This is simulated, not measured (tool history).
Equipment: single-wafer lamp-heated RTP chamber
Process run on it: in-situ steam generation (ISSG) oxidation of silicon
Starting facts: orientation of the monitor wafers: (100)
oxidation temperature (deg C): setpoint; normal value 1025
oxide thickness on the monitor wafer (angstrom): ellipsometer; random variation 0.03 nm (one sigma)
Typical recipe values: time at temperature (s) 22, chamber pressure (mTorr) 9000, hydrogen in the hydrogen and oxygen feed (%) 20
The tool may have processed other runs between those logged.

run	day	oxidation temperature (deg C)	time at temperature (s)	chamber pressure (mTorr)	hydrogen in the hydrogen and oxygen feed (%)	read-back reference wafer on the same gauge, thickness	oxide thickness on the monitor wafer (angstrom)
1	0	1025	22	9000	20	6.647	62.38
2	0.554	1025	22	9000	20	6.653	62.8
3	1.012	1025	22	9000	20	6.654	62.33
# day 1.825: pyrometer window cleaned and pyrometer calibrated
4	1.846	1025	22	9500	16	6.648	58.37
5	2.083	1025	22	9500	16	6.65	58.29
6	2.583	1025	22	9000	20	6.65	61.69
7	3.196	1025	22	9000	20	6.656	61.28
8	3.833	1025	22	9000	20	6.652	61.01
9	4.454	1025	22	9000	20	6.656	61.45
10	5.146	1025	22	9000	20	6.655	61.59
11	5.425	1025	22	9000	20	6.651	61.58
# day 5.954: hydrogen flow controller replaced
12	5.975	1025	22	9000	20	6.65	61.97
13	6.442	1025	22	8600	20	6.658	62.06
14	6.988	1025	22	8600	20	6.652	62.69
15	7.738	1025	22	9000	20	6.649	61.57
16	8.383	1025	22	9000	20	6.654	61.77
17	8.954	1025	22	10200	20	6.645	60.64
# day 9.312: pressure gauge zeroed
18	9.333	1025	22	8000	20	6.646	62.58
19	10.038	1025	22	9000	20	6.644	62.39
20	10.612	1036	30	8400	15	6.648	73.33
# day 10.879: gauge calibrated
# day 11.962: pyrometer window cleaned and pyrometer calibrated
21	12.183	1025	15	9000	17	6.651	51.3
22	12.829	1025	22	9000	12	6.656	58.15
23	13.429	1025	22	7600	20	6.649	64.89
24	13.933	1043	22	9000	20	6.659	71.53
25	14.396	1015	28	9000	20	6.641	69.66
26	14.704	1025	27	8300	20	6.653	72.51
27	14.975	1025	22	9500	17	6.648	61.91
# day 15.667: pyrometer window cleaned and pyrometer calibrated, repeated, since the last time left the tool worse
28	15.688	1025	22	9000	20	6.649	60.79
29	16.312	1025	22	9000	20	6.64	61.68
30	16.742	1035	26	9000	20	6.651	70.22
31	17.179	1025	22	9000	20	6.641	61.52
32	17.892	1025	24	9000	15	6.658	60.99

Selected run-to-run steps in oxide thickness on the monitor wafer (angstrom), each split into two signed amounts: the part the tool would show with no hidden state at all (from settings, incoming material and random variation), and the remainder, which goes to the hidden state together with any gauge scatter not common to the measured and the hidden-state-free results:
The hidden state here: true wafer temperature minus pyrometer reading, K; true pressure minus gauge reading, Torr; deviation of the hydrogen flow from its setpoint, %; gauge reads high (%).
Run 3 -> 4: chamber pressure (mTorr) 9000 -> 9500, hydrogen in the hydrogen and oxygen feed (%) 20 -> 16, pyrometer window cleaned and pyrometer calibrated. oxide thickness on the monitor wafer (angstrom) -3.96: hidden state -1.26, all else -2.7.
Run 19 -> 20: oxidation temperature (deg C) 1025 -> 1036, time at temperature (s) 22 -> 30, chamber pressure (mTorr) 9000 -> 8400, hydrogen in the hydrogen and oxygen feed (%) 20 -> 15. oxide thickness on the monitor wafer (angstrom) +10.94: hidden state +0.54, all else +10.4.
Run 20 -> 21: oxidation temperature (deg C) 1036 -> 1025, time at temperature (s) 30 -> 15, chamber pressure (mTorr) 8400 -> 9000, hydrogen in the hydrogen and oxygen feed (%) 15 -> 17, gauge calibrated, pyrometer window cleaned and pyrometer calibrated. oxide thickness on the monitor wafer (angstrom) -22.03: hidden state +0.76, all else -22.79.
Run 26 -> 27: time at temperature (s) 27 -> 22, chamber pressure (mTorr) 8300 -> 9500, hydrogen in the hydrogen and oxygen feed (%) 20 -> 17. oxide thickness on the monitor wafer (angstrom) -10.6: hidden state -0.73, all else -9.87.
Run 27 -> 28: chamber pressure (mTorr) 9500 -> 9000, hydrogen in the hydrogen and oxygen feed (%) 17 -> 20, pyrometer window cleaned and pyrometer calibrated, repeated, since the last time left the tool worse. oxide thickness on the monitor wafer (angstrom) -1.12: hidden state -3.16, all else +2.04.
